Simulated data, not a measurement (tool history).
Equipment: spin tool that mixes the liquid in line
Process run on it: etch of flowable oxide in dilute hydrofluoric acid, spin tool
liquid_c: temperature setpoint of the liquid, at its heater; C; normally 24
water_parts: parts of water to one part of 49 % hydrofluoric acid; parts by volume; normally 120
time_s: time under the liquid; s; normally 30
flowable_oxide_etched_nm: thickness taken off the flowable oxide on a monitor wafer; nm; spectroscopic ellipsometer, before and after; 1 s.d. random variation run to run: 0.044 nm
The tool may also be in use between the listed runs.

| run | hour | liquid_c | water_parts | time_s | wafers since the last listed run | hours since the thermometer was replaced | hours since the hydrofluoric acid flow meter was replaced | hours since the gauge calibration | read-back film thickness of the flowable oxide reference wafer, read on the same gauge (nm) | flowable_oxide_etched_nm |
|---|---|---|---|---|---|---|---|---|---|---|
| 1 | 0 | 24 | 135 | 30 | 0 | 412.3 | 409.6 | 532.7 | 60.02 | 9.16 |
|  | 10.5 | hydrofluoric acid flow meter replaced |
| 2 | 44 | 24 | 135 | 30 | 805 | 456.3 | 33.5 | 576.7 | 59.98 | 9.17 |
| 3 | 134.3 | 24 | 135 | 30 | 1690 | 546.6 | 123.8 | 667 | 59.97 | 9.2 |
| 4 | 180.9 | 24 | 120 | 40 | 872 | 593.2 | 170.4 | 713.6 | 59.99 | 14.05 |
| 5 | 255.2 | 24 | 120 | 30 | 1391 | 667.5 | 244.7 | 787.9 | 60 | 10.57 |
| 6 | 297.7 | 24 | 120 | 30 | 795 | 710 | 287.2 | 830.4 | 60 | 10.58 |
| 7 | 370.7 | 26 | 120 | 30 | 1367 | 783 | 360.2 | 903.4 | 59.98 | 11.5 |
|  | 462.6 | thermometer replaced |
| 8 | 476.4 | 24 | 120 | 30 | 1960 | 13.8 | 465.9 | 1009.1 | 60.01 | 10.36 |
|  | 480.2 | hydrofluoric acid flow meter replaced |
| 9 | 568 | 24 | 120 | 30 | 1696 | 105.4 | 87.8 | 1100.7 | 60.01 | 10.39 |
|  | 625.9 | gauge calibrated |
| 10 | 647.7 | 24 | 120 | 30 | 1492 | 185.1 | 167.5 | 21.8 | 60 | 10.31 |
| 11 | 728.1 | 27.5 | 120 | 20 | 1505 | 265.5 | 247.9 | 102.2 | 59.99 | 7.98 |
| 12 | 765.2 | 21 | 145 | 15 | 694 | 302.6 | 285 | 139.3 | 59.98 | 3.77 |
| 13 | 856.5 | 26 | 75 | 50 | 1709 | 393.9 | 376.3 | 230.6 | 60 | 31.75 |
| 14 | 913.4 | 19.5 | 145 | 15 | 1065 | 450.8 | 433.2 | 287.5 | 60.01 | 3.54 |
| 15 | 951.1 | 24 | 120 | 30 | 705 | 488.5 | 470.9 | 325.2 | 59.99 | 10.44 |
|  | 988.5 | hydrofluoric acid flow meter replaced |
| 16 | 1037.1 | 24 | 85 | 30 | 1591 | 574.5 | 48.6 | 411.2 | 59.99 | 15.53 |
| 17 | 1090.1 | 24 | 120 | 30 | 992 | 627.5 | 101.6 | 464.2 | 60.01 | 10.54 |
| 18 | 1156.6 | 19.5 | 155 | 50 | 1245 | 694 | 168.1 | 530.7 | 60.01 | 11 |
| 19 | 1247.4 | 25.5 | 180 | 30 | 1700 | 784.8 | 258.9 | 621.5 | 60.01 | 6.99 |
| 20 | 1290.3 | 24 | 120 | 30 | 803 | 827.7 | 301.8 | 664.4 | 59.99 | 10.63 |
| 21 | 1333.2 | 26.5 | 90 | 35 | 803 | 870.6 | 344.7 | 707.3 | 59.99 | 19.09 |
|  | 1337.5 | thermometer replaced |
| 22 | 1420.4 | 24 | 120 | 30 | 1614 | 82.9 | 431.9 | 794.5 | 60 | 10.32 |

What the log doesn't show, run by run:
hydrofluoric acid flow above the setpoint (%): 0 in every run
gauge reads high (%): 0 in every run
H1: liquid hotter than its thermometer reads (K)
| run | H1 |
|---|---|
| 1 | 0.347 |
| 2 | 0.384 |
| 3 | 0.459 |
| 4 | 0.498 |
| 5 | 0.56 |
| 6 | 0.595 |
| 7 | 0.656 |
| 8 | 0.0252 |
| 9 | 0.102 |
| 10 | 0.168 |
| 11 | 0.235 |
| 12 | 0.266 |
| 13 | 0.342 |
| 14 | 0.39 |
| 15 | 0.421 |
| 16 | 0.493 |
| 17 | 0.537 |
| 18 | 0.592 |
| 19 | 0.668 |
| 20 | 0.704 |
| 21 | 0.74 |
| 22 | 0.0797 |
